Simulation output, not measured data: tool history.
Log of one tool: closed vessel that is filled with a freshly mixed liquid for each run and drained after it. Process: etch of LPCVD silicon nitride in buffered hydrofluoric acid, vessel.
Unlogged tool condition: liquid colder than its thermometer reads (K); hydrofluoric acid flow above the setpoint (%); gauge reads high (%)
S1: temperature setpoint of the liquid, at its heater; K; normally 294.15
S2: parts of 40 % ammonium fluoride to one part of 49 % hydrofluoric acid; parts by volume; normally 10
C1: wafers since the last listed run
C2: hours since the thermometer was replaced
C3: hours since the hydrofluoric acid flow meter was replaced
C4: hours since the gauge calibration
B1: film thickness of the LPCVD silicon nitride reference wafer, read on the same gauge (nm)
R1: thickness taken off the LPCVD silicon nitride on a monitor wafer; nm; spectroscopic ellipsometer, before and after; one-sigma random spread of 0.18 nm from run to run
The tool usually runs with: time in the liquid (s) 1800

run 1 hour=0 | S1=294.15 S2=10 time_in_the_liquid_(s)=1800 | C1=0 C2=1798.8 C3=1316.4 C4=464.9 | B1=39.99 | R1=16.62
run 2 hour=6.9 | S1=294.15 S2=10 time_in_the_liquid_(s)=1800 | C1=292 C2=1805.7 C3=1323.3 C4=471.8 | B1=40.02 | R1=17.04
run 3 hour=22 | S1=294.15 S2=10 time_in_the_liquid_(s)=1800 | C1=639 C2=1820.8 C3=1338.4 C4=486.9 | B1=39.98 | R1=16.54
run 4 hour=37.9 | S1=294.15 S2=10 time_in_the_liquid_(s)=1800 | C1=673 C2=1836.7 C3=1354.3 C4=502.8 | B1=40.02 | R1=16.54
run 5 hour=50.7 | S1=297.65 S2=10 time_in_the_liquid_(s)=1800 | C1=541 C2=1849.5 C3=1367.1 C4=515.6 | B1=40.04 | R1=20.36
run 6 hour=58.7 | S1=297.65 S2=10 time_in_the_liquid_(s)=1800 | C1=338 C2=1857.5 C3=1375.1 C4=523.6 | B1=40 | R1=20.15
-- hour=68.6 thermometer replaced
run 7 hour=71.4 | S1=297.65 S2=10 time_in_the_liquid_(s)=1800 | C1=495 C2=2.8 C3=1387.8 C4=536.3 | B1=40.03 | R1=23.66
-- hour=87.1 gauge calibrated
run 8 hour=87.4 | S1=292.15 S2=11.5 time_in_the_liquid_(s)=1370 | C1=677 C2=18.8 C3=1403.8 C4=0.3 | B1=40 | R1=11.63
-- hour=96.8 hydrofluoric acid flow meter replaced
run 9 hour=127.9 | S1=298.65 S2=11 time_in_the_liquid_(s)=2680 | C1=1672 C2=59.3 C3=31.1 C4=40.8 | B1=40.01 | R1=33.78
run 10 hour=145.3 | S1=294.15 S2=10 time_in_the_liquid_(s)=1800 | C1=736 C2=76.7 C3=48.5 C4=58.2 | B1=39.98 | R1=19.22
run 11 hour=197.7 | S1=294.15 S2=7.5 time_in_the_liquid_(s)=815 | C1=2218 C2=129.1 C3=100.9 C4=110.6 | B1=39.99 | R1=11.27
run 12 hour=226.1 | S1=294.15 S2=10 time_in_the_liquid_(s)=1800 | C1=1202 C2=157.5 C3=129.3 C4=139 | B1=40.01 | R1=19.48
run 13 hour=242.7 | S1=290.15 S2=6.5 time_in_the_liquid_(s)=1410 | C1=702 C2=174.1 C3=145.9 C4=155.6 | B1=40.02 | R1=17.98
run 14 hour=253.8 | S1=294.15 S2=10 time_in_the_liquid_(s)=1800 | C1=469 C2=185.2 C3=157 C4=166.7 | B1=39.98 | R1=19.2
run 15 hour=264.4 | S1=297.65 S2=10 time_in_the_liquid_(s)=1800 | C1=448 C2=195.8 C3=167.6 C4=177.3 | B1=40.02 | R1=23.35
run 16 hour=270.4 | S1=294.15 S2=10 time_in_the_liquid_(s)=1800 | C1=253 C2=201.8 C3=173.6 C4=183.3 | B1=39.98 | R1=19.11
run 17 hour=278.3 | S1=294.15 S2=12 time_in_the_liquid_(s)=900 | C1=334 C2=209.7 C3=181.5 C4=191.2 | B1=39.97 | R1=7.91
run 18 hour=295.5 | S1=292.15 S2=10 time_in_the_liquid_(s)=1800 | C1=728 C2=226.9 C3=198.7 C4=208.4 | B1=39.98 | R1=16.96
run 19 hour=309.8 | S1=294.15 S2=13.5 time_in_the_liquid_(s)=1800 | C1=605 C2=241.2 C3=213 C4=222.7 | B1=39.93 | R1=14.34
run 20 hour=316.9 | S1=294.15 S2=7.5 time_in_the_liquid_(s)=1800 | C1=300 C2=248.3 C3=220.1 C4=229.8 | B1=40.02 | R1=25.03
run 21 hour=332.3 | S1=298.15 S2=7 time_in_the_liquid_(s)=2810 | C1=651 C2=263.7 C3=235.5 C4=245.2 | B1=40.04 | R1=52.27
run 22 hour=339.2 | S1=292.15 S2=11.5 time_in_the_liquid_(s)=1465 | C1=292 C2=270.6 C3=242.4 C4=252.1 | B1=40.04 | R1=12.05
run 23 hour=357.1 | S1=291.15 S2=7 time_in_the_liquid_(s)=1800 | C1=757 C2=288.5 C3=260.3 C4=270 | B1=39.98 | R1=22.52
run 24 hour=369.5 | S1=291.15 S2=13.5 time_in_the_liquid_(s)=1800 | C1=524 C2=300.9 C3=272.7 C4=282.4 | B1=40 | R1=11.8
run 25 hour=385.7 | S1=294.15 S2=10 time_in_the_liquid_(s)=1800 | C1=685 C2=317.1 C3=288.9 C4=298.6 | B1=40.03 | R1=19.11
run 26 hour=403.4 | S1=294.15 S2=8 time_in_the_liquid_(s)=2235 | C1=749 C2=334.8 C3=306.6 C4=316.3 | B1=40.04 | R1=28.99
run 27 hour=409.6 | S1=294.15 S2=12 time_in_the_liquid_(s)=1800 | C1=262 C2=341 C3=312.8 C4=322.5 | B1=39.99 | R1=15.98
run 28 hour=420.1 | S1=296.65 S2=8 time_in_the_liquid_(s)=1250 | C1=444 C2=351.5 C3=323.3 C4=333 | B1=39.99 | R1=18.31
run 29 hour=435.9 | S1=292.15 S2=8.5 time_in_the_liquid_(s)=2840 | C1=668 C2=367.3 C3=339.1 C4=348.8 | B1=40.03 | R1=30.27
run 30 hour=443.4 | S1=290.15 S2=12.5 time_in_the_liquid_(s)=775 | C1=317 C2=374.8 C3=346.6 C4=356.3 | B1=39.97 | R1=5.12
run 31 hour=459.6 | S1=292.15 S2=10 time_in_the_liquid_(s)=895 | C1=685 C2=391 C3=362.8 C4=372.5 | B1=40 | R1=8.33

Difference, measured minus no-hidden-state, one row per run. Run-to-run variation is common to both terms; the gauge's own scatter need not be:
run=1 R1=-3.03
run=2 R1=-3.11
run=3 R1=-3.05
run=4 R1=-3.08
run=5 R1=-3.73
run=6 R1=-3.7
run=7 R1=-0.48
run=8 R1=-0.27
run=9 R1=-0.85
run=10 R1=-0.53
run=11 R1=-0.37
run=12 R1=-0.67
run=13 R1=-0.66
run=14 R1=-0.71
run=15 R1=-0.87
run=16 R1=-0.74
run=17 R1=-0.31
run=18 R1=-0.7
run=19 R1=-0.6
run=20 R1=-1.07
run=21 R1=-2.23
run=22 R1=-0.54
run=23 R1=-1.06
run=24 R1=-0.58
run=25 R1=-0.93
run=26 R1=-1.46
run=27 R1=-0.82
run=28 R1=-0.93
run=29 R1=-1.63
run=30 R1=-0.29
run=31 R1=-0.47

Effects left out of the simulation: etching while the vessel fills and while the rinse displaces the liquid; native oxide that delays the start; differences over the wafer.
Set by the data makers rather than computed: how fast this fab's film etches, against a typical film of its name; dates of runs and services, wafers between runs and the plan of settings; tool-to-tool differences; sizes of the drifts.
